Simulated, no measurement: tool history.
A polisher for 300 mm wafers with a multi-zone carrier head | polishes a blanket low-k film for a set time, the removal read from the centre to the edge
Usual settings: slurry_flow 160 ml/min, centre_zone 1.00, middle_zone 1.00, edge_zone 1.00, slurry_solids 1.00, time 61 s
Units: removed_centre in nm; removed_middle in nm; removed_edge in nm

run,hour,slurry_flow,centre_zone,middle_zone,edge_zone,slurry_solids,time,wafers since the last listed run,wafers polished on this pad,hours since the slurry nozzle was cleaned,hours since the centre zone pressure was calibrated,hours since the edge zone pressure was calibrated,hours since the carrier head's membrane was replaced,"incoming thickness of the incoming film, nm",removed_centre,removed_middle,removed_edge
1,0.0,160,1.00,1.00,1.00,1.00,61,0,799,544.6,779.4,203.1,1436.9,642.9,15.9,16.6,16.8
2,14.2,160,1.00,1.00,1.00,1.00,61,101,900,558.8,793.6,217.3,1451.1,640.6,16.0,16.7,16.9
# hour 21.6: worn pad replaced by a new one
3,23.1,160,1.00,1.00,1.00,1.00,61,34,10,567.7,802.5,226.2,1460.0,641.6,15.9,17.0,16.7
4,33.6,160,1.00,1.00,1.00,1.00,61,74,85,578.2,813.0,236.7,1470.5,637.1,16.0,16.7,17.0
5,43.2,160,0.94,1.00,1.00,1.00,61,68,153,587.8,822.6,246.3,1480.1,633.5,14.8,17.0,16.9
# hour 80.9: slurry nozzle cleaned
6,86.0,160,0.94,1.00,1.00,1.00,61,297,451,5.1,865.4,289.1,1522.9,640.2,14.8,16.6,16.5
7,94.6,160,1.00,1.00,1.00,1.00,61,61,512,13.7,874.0,297.7,1531.5,637.3,16.0,17.1,17.3
8,102.1,160,1.00,1.00,1.00,1.00,61,53,565,21.2,881.5,305.2,1539.0,649.6,15.9,17.2,16.3
9,118.4,160,1.00,1.00,1.00,1.00,61,115,681,37.5,897.8,321.5,1555.3,639.3,15.8,16.7,17.1
10,125.6,160,1.00,1.00,1.00,1.00,61,51,732,44.7,905.0,328.7,1562.5,641.4,15.9,16.7,17.4
# hour 139.8: edge zone pressure recalibrated
# hour 145.0: worn pad replaced by a new one
11,145.5,160,1.00,1.06,0.89,1.00,61,98,3,64.6,924.9,5.7,1582.4,629.7,15.9,17.6,16.2
# hour 151.1: centre zone pressure recalibrated
12,155.3,160,1.00,1.00,1.00,1.00,61,55,59,74.4,4.2,15.5,1592.2,638.3,14.9,17.0,16.7
# hour 177.3: carrier head's membrane replaced by a new one
13,177.8,160,1.00,1.00,1.00,0.75,61,124,183,96.9,26.7,38.0,0.5,651.1,12.9,14.9,15.2
14,183.1,160,1.00,1.00,1.00,1.00,61,37,221,102.2,32.0,43.3,5.8,628.0,14.7,17.0,17.0
# hour 195.6: centre zone pressure recalibrated, repeated, since the last time left the tool worse
15,196.1,160,1.00,1.00,1.06,1.00,61,78,299,115.2,0.5,56.3,18.8,643.7,17.2,17.4,17.8
16,207.0,160,1.00,1.00,1.06,1.00,70,77,377,126.1,11.4,67.2,29.7,636.8,19.4,19.9,20.0
17,218.6,135,1.00,1.00,1.00,1.10,46,82,459,137.7,23.0,78.8,41.3,649.7,12.9,13.0,12.9
18,228.8,160,0.88,1.00,1.00,0.90,61,72,532,147.9,33.2,89.0,51.5,649.7,14.3,16.0,16.0
19,235.6,160,1.00,1.00,1.00,1.00,68,48,580,154.7,40.0,95.8,58.3,647.8,18.8,18.9,18.7
20,250.1,160,1.00,1.00,0.90,0.90,61,103,683,169.2,54.5,110.3,72.8,639.2,16.1,16.3,15.7
21,257.3,160,1.00,1.00,0.90,1.00,44,51,735,176.4,61.7,117.5,80.0,636.4,12.2,12.2,11.8
22,267.7,160,1.00,1.00,1.00,1.30,61,74,809,186.8,72.1,127.9,90.4,636.9,18.5,18.9,18.5

Forecast each of these 4 alternatives for the next run:
A,268.1,160,1.00,1.00,1.00,0.90,61,2,811,187.2,72.5,128.3,90.8,646.2,?,?,?
B,268.1,215,1.07,1.00,1.06,1.00,56,2,811,187.2,72.5,128.3,90.8,646.2,?,?,?
C,268.1,110,1.00,1.00,1.00,1.25,61,2,811,187.2,72.5,128.3,90.8,646.2,?,?,?
D,268.1,160,1.00,1.00,1.00,1.00,48,2,811,187.2,72.5,128.3,90.8,646.2,?,?,?

run,removed_centre,removed_middle,removed_edge
A,16.3,16.2,16.6
B,17.6,16.3,17.0
C,16.9,17.0,17.9
D,13.4,13.3,13.7
Without the tool's hidden state the same runs would have given:
run,removed_centre,removed_middle,removed_edge
A,16.8,16.2,16.6
B,18.1,16.3,17.0
C,17.4,17.0,17.9
D,13.8,13.3,13.7
